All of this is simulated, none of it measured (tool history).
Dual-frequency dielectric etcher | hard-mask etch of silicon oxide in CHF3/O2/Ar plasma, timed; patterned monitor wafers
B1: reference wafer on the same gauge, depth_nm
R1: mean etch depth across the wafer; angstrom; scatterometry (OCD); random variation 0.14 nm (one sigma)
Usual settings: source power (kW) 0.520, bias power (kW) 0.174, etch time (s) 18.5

Run 1, hour 0.0: usual settings; B1 30.68. Result: R1 372.8 angstrom.
Run 2, hour 16.0: usual settings; B1 30.68. Result: R1 373.9 angstrom.
Run 3, hour 84.0: usual settings but etch time (s) 21.5; B1 30.71. Result: R1 435.8 angstrom.
Run 4, hour 96.3: usual settings but etch time (s) 21.5; B1 30.67. Result: R1 434.3 angstrom.
At hour 128.3: wet clean of the chamber.
Run 5, hour 128.8: usual settings; B1 30.70. Result: R1 362.9 angstrom.
Run 6, hour 149.7: usual settings; B1 30.67. Result: R1 362.3 angstrom.
Run 7, hour 165.3: usual settings; B1 30.75. Result: R1 361.9 angstrom.
At hour 184.3: gauge calibrated.
At hour 194.4: source power generator calibrated.
Run 8, hour 198.2: usual settings but source power (kW) 0.610; B1 30.69. Result: R1 382.9 angstrom.
At hour 230.5: upper electrode replaced.
Run 9, hour 231.3: usual settings but source power (kW) 0.480, bias power (kW) 0.216, etch time (s) 22.5; B1 30.67. Result: R1 462.1 angstrom.

The next listed run, before its measurement:
At hour 251.3: bias power generator calibrated.
Run 10, hour 251.8: usual settings but etch time (s) 16.5; B1 ?. Result: R1 ?.

Run 10 gave B1 30.71, R1 326.3 angstrom.
Without the tool's hidden state the same run would have given R1 324.5 angstrom.
